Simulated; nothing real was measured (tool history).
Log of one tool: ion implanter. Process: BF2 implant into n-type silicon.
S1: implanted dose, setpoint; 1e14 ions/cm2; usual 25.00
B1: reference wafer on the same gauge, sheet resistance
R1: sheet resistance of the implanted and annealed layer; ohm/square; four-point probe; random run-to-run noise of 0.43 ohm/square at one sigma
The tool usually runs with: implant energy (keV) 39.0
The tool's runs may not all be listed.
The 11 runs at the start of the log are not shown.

{"run": 12, "hour": 574.1, "S1": 25.0, "implant energy (keV)": 39.0, "B1": 106.29, "R1": 92.3}
{"run": 13, "hour": 633.6, "S1": 25.0, "implant energy (keV)": 36.0, "B1": 105.89, "R1": 95.8}
{"run": 14, "hour": 672.7, "S1": 25.0, "implant energy (keV)": 36.0, "B1": 105.77, "R1": 96.2}
{"run": 15, "hour": 727.4, "S1": 25.0, "implant energy (keV)": 36.0, "B1": 105.51, "R1": 95.42}
{"run": 16, "hour": 764.8, "S1": 25.0, "implant energy (keV)": 28.5, "B1": 105.3, "R1": 107.21}
{"hour": 790.4, "done": "gauge calibrated"}
{"run": 17, "hour": 829.9, "S1": 25.0, "implant energy (keV)": 28.5, "B1": 109.97, "R1": 110.94}
{"run": 18, "hour": 855.7, "S1": 25.0, "implant energy (keV)": 39.0, "B1": 109.84, "R1": 95.84}
{"run": 19, "hour": 885.7, "S1": 19.93, "implant energy (keV)": 43.5, "B1": 109.69, "R1": 94.53}
{"run": 20, "hour": 934.0, "S1": 27.83, "implant energy (keV)": 30.5, "B1": 109.45, "R1": 105.89}
{"run": 21, "hour": 964.9, "S1": 31.77, "implant energy (keV)": 26.5, "B1": 109.48, "R1": 113.63}
{"run": 22, "hour": 1025.6, "S1": 20.12, "implant energy (keV)": 39.0, "B1": 109.12, "R1": 98.7}
{"run": 23, "hour": 1085.6, "S1": 25.0, "implant energy (keV)": 39.0, "B1": 108.82, "R1": 94.88}
{"run": 24, "hour": 1127.9, "S1": 32.47, "implant energy (keV)": 45.0, "B1": 108.63, "R1": 85.39}
{"run": 25, "hour": 1166.5, "S1": 29.15, "implant energy (keV)": 52.5, "B1": 108.41, "R1": 79.43}
{"hour": 1214.5, "done": "extraction supply calibrated"}
{"run": 26, "hour": 1231.8, "S1": 21.31, "implant energy (keV)": 25.5, "B1": 108.16, "R1": 115.98}
{"run": 27, "hour": 1278.3, "S1": 25.0, "implant energy (keV)": 39.0, "B1": 108.09, "R1": 93.91}
{"run": 28, "hour": 1330.3, "S1": 31.9, "implant energy (keV)": 32.5, "B1": 107.58, "R1": 100.86}
{"run": 29, "hour": 1367.7, "S1": 25.0, "implant energy (keV)": 39.0, "B1": 107.66, "R1": 94.38}
{"run": 30, "hour": 1424.4, "S1": 25.0, "implant energy (keV)": 39.0, "B1": 107.3, "R1": 94.27}
{"run": 31, "hour": 1457.4, "S1": 25.0, "implant energy (keV)": 39.0, "B1": 107.13, "R1": 93.7}
{"run": 32, "hour": 1493.7, "S1": 32.05, "implant energy (keV)": 39.0, "B1": 106.9, "R1": 91.34}
{"run": 33, "hour": 1550.7, "S1": 21.94, "implant energy (keV)": 42.0, "B1": 106.85, "R1": 91.6}
{"run": 34, "hour": 1575.3, "S1": 20.21, "implant energy (keV)": 48.0, "B1": 106.76, "R1": 86.98}

Estimate the outcome of run 35 from the log above:
{"run": 35, "hour": 1624.2, "S1": 18.34, "implant energy (keV)": 33.5, "B1": "?", "R1": "?"}

{"run 35": {"B1": 106.42, "R1": 105.11}}
On a tool with no hidden condition, and with the same random variation, this run would have come out at R1 109.11 ohm/square.
